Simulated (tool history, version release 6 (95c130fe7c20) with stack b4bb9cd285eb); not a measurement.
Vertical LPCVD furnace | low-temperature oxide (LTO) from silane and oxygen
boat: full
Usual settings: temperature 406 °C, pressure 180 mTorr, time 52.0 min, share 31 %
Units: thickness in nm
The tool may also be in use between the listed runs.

run	hour	temperature	pressure	time	share	wafers since the last listed run	hours since the last temperature calibration	hours since the pressure gauge was zeroed	hours since the silane flow controller was replaced	hours since the gauge calibration	read-back reference wafer on the same gauge, thickness	thickness
1	0.0	398	180	52.0	31	0	1406.9	3003.2	2747.9	291.9	278.05	277.55
2	17.3	398	180	52.0	31	287	1424.2	3020.5	2765.2	309.2	278.10	279.93
3	37.7	406	180	52.0	31	339	1444.6	3040.9	2785.6	329.6	277.94	305.00
4	62.2	406	180	52.0	31	407	1469.1	3065.4	2810.1	354.1	278.07	304.65
5	84.4	406	180	52.0	31	369	1491.3	3087.6	2832.3	376.3	278.04	306.90
6	105.9	406	180	52.0	31	357	1512.8	3109.1	2853.8	397.8	278.03	306.93
7	128.1	406	180	52.0	31	369	1535.0	3131.3	2876.0	420.0	277.74	305.14
8	150.8	397	180	52.0	31	377	1557.7	3154.0	2898.7	442.7	278.23	275.98
# hour 200.2: silane flow controller replaced
9	200.7	397	180	52.0	31	430	1607.6	3203.9	0.5	492.6	277.92	276.09
10	204.6	397	180	52.0	31	64	1611.5	3207.8	4.4	496.5	277.74	275.37
# hour 286.8: pressure gauge zeroed
11	288.8	406	180	52.0	31	1001	1695.7	2.0	88.6	580.7	277.96	305.04
12	322.6	406	180	52.0	31	562	1729.5	35.8	122.4	614.5	277.91	308.27
# hour 345.7: gauge calibrated
# hour 365.6: thermocouples replaced and temperature profile calibrated
13	366.1	406	180	52.0	26	324	0.5	79.3	165.9	20.4	278.19	226.63
14	375.3	417	160	52.0	34	152	9.7	88.5	175.1	29.6	277.98	339.24
15	409.4	400	155	42.0	34	567	43.8	122.6	209.2	63.7	278.15	218.51
16	440.1	412	160	42.0	35	510	74.5	153.3	239.9	94.4	277.89	268.67
17	461.0	412	180	52.0	28	347	95.4	174.2	260.8	115.3	277.95	272.51
18	475.5	406	180	52.0	31	241	109.9	188.7	275.3	129.8	278.06	295.74
19	501.1	417	180	60.0	31	425	135.5	214.3	300.9	155.4	277.93	388.19
20	518.4	406	155	52.0	31	287	152.8	231.6	318.2	172.7	278.12	253.72
21	534.3	406	180	52.0	31	264	168.7	247.5	334.1	188.6	277.88	296.13
22	567.0	406	180	68.5	31	543	201.4	280.2	366.8	221.3	277.85	391.93
23	599.3	406	180	52.0	31	537	233.7	312.5	399.1	253.6	277.96	296.52

Forecast run 24:
24	632.8	412	180	52.0	28	557	267.2	346.0	432.6	287.1	?	?

Run 24 gave read-back reference wafer on the same gauge, thickness 277.99, thickness 275.74 nm.
Without the tool's hidden state the same run would have given thickness 273.62 nm.
